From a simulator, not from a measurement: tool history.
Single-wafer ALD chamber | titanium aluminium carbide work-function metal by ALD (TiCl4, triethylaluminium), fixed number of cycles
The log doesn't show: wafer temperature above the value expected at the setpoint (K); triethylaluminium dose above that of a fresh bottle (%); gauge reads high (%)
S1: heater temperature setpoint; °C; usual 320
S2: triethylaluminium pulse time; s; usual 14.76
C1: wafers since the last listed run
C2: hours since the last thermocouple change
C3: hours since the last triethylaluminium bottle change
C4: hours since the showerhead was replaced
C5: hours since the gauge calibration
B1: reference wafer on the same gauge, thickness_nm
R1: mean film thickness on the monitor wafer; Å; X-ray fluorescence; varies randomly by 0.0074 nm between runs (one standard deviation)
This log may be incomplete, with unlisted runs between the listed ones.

run 1 hour=0 | S1=315 S2=17.32 | C1=0 C2=2723.1 C3=1348.3 C4=4408.1 C5=100.2 | B1=2.031 | R1=20.98
run 2 hour=20.2 | S1=329 S2=19.48 | C1=223 C2=2743.3 C3=1368.5 C4=4428.3 C5=120.4 | B1=2.031 | R1=22.34
run 3 hour=48 | S1=329 S2=19.48 | C1=308 C2=2771.1 C3=1396.3 C4=4456.1 C5=148.2 | B1=2.028 | R1=22.39
run 4 hour=81.1 | S1=320 S2=14.76 | C1=366 C2=2804.2 C3=1429.4 C4=4489.2 C5=181.3 | B1=2.029 | R1=21.42
run 5 hour=102.2 | S1=320 S2=14.76 | C1=233 C2=2825.3 C3=1450.5 C4=4510.3 C5=202.4 | B1=2.03 | R1=21.43
run 6 hour=136.4 | S1=320 S2=14.76 | C1=378 C2=2859.5 C3=1484.7 C4=4544.5 C5=236.6 | B1=2.031 | R1=21.39
-- hour=169.4 thermocouple changed; heater temperature recalibrated
-- hour=173.1 showerhead replaced
run 7 hour=173.6 | S1=314 S2=14.76 | C1=282 C2=4.2 C3=1521.9 C4=0.5 C5=273.8 | B1=2.033 | R1=20.83
-- hour=182.6 gauge calibrated
run 8 hour=187.6 | S1=310 S2=10.02 | C1=155 C2=18.2 C3=1535.9 C4=14.5 C5=5 | B1=2.03 | R1=18.91
run 9 hour=206.8 | S1=333 S2=19.35 | C1=212 C2=37.4 C3=1555.1 C4=33.7 C5=24.2 | B1=2.029 | R1=22.74
-- hour=223.9 triethylaluminium bottle replaced
run 10 hour=239.7 | S1=320 S2=14.76 | C1=275 C2=70.3 C3=15.8 C4=66.6 C5=57.1 | B1=2.029 | R1=21.52
run 11 hour=252.9 | S1=320 S2=14.76 | C1=146 C2=83.5 C3=29 C4=79.8 C5=70.3 | B1=2.028 | R1=21.43
run 12 hour=333 | S1=307 S2=16.53 | C1=887 C2=163.6 C3=109.1 C4=159.9 C5=150.4 | B1=2.03 | R1=20.26
run 13 hour=363.1 | S1=329 S2=19.07 | C1=333 C2=193.7 C3=139.2 C4=190 C5=180.5 | B1=2.03 | R1=22.31
run 14 hour=395.7 | S1=320 S2=14.76 | C1=361 C2=226.3 C3=171.8 C4=222.6 C5=213.1 | B1=2.03 | R1=21.31

What differs in the tool's unlogged condition from the final listed run ahead of each entry between runs to the first listed run following it?
From run 6 to run 7: thermocouple changed; heater temperature recalibrated (hour 169.4); showerhead replaced (hour 173.1)
  the hidden state is the same at both runs
From run 7 to run 8: gauge calibrated (hour 182.6)
  the hidden state is the same at both runs
From run 9 to run 10: triethylaluminium bottle replaced (hour 223.9)
  the hidden state is the same at both runs

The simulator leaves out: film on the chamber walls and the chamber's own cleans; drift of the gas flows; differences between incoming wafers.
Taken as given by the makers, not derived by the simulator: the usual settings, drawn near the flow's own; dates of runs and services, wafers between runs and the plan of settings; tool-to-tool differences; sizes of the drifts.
